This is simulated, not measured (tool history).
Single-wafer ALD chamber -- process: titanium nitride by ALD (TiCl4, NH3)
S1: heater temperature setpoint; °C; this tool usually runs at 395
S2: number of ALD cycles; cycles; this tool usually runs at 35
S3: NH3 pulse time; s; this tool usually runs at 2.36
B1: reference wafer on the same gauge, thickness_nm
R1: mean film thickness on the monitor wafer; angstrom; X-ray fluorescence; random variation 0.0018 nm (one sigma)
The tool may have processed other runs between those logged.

run,hour,S1,S2,S3,B1,R1
1,0,395,35,2.36,0.768,7.21
2,12.8,395,35,2.36,0.768,7.23
3,27.6,395,35,2.36,0.768,7.24
4,37.9,395,35,2.36,0.768,7.21
5,49.6,395,35,2.36,0.768,7.2
6,56.5,403,35,2.36,0.768,7.28
7,73.7,395,35,2.36,0.768,7.26
# hour 78.8: gauge calibrated
8,85.8,395,35,1.91,0.768,7.2
9,96.1,395,35,1.91,0.768,7.18
10,105,395,35,1.91,0.768,7.17
11,118.3,395,35,2.36,0.768,7.24
12,124.5,395,35,2.36,0.768,7.19
13,150.1,395,38,2.36,0.768,7.81
14,167.3,395,38,2.36,0.768,7.86
15,178.4,395,38,2.36,0.768,7.83
16,185.4,395,35,2.36,0.769,7.22
17,194.8,395,35,1.92,0.768,7.15
18,212.5,395,35,2.36,0.768,7.25
19,223,409,37,2.89,0.768,7.73
20,233.3,401,35,1.68,0.768,7.12
21,239.4,401,35,2.91,0.768,7.3
22,247.7,395,35,2.36,0.767,7.25
23,254.6,395,35,1.9,0.768,7.15
# hour 262.6: thermocouple changed; heater temperature recalibrated
24,269.3,395,35,2.36,0.768,7.25
25,283.4,395,33,2.36,0.768,6.82
# hour 294.5: showerhead replaced
26,295,395,39,2.36,0.769,8.04
27,307.8,395,35,2.36,0.768,7.2
28,314.3,390,35,2.36,0.768,7.22
29,323.4,401,29,2,0.768,5.99
30,336.5,395,35,2.36,0.768,7.25
31,351.2,395,35,2.36,0.768,7.21
32,364.5,395,35,2.36,0.768,7.28
33,378.6,402,35,1.84,0.769,7.2
34,392,395,35,1.83,0.767,7.12
35,410.8,400,30,1.54,0.768,6.13
36,420.6,403,41,2.36,0.768,8.55
37,427.1,395,35,2.36,0.768,7.27
38,434.6,395,35,1.47,0.767,7.08
39,442.1,382,35,2.36,0.767,7.16

Consider 5 possible next runs. They are alternatives, not a sequence: every one starts from the tool as it was left by run 39. What does each give?
A,442.6,395,35,2.36,?,?
B,442.6,408,40,2.73,?,?
C,442.6,408,33,2.36,?,?
D,442.6,405,35,2.36,?,?
E,442.6,395,35,3.17,?,?

run,B1,R1
A,0.768,7.23
B,0.768,8.36
C,0.768,6.86
D,0.768,7.27
E,0.768,7.31
With the hidden condition removed and each run's random variation left untouched, the same runs would have given:
run,R1
A,7.23
B,8.36
C,6.86
D,7.27
E,7.31
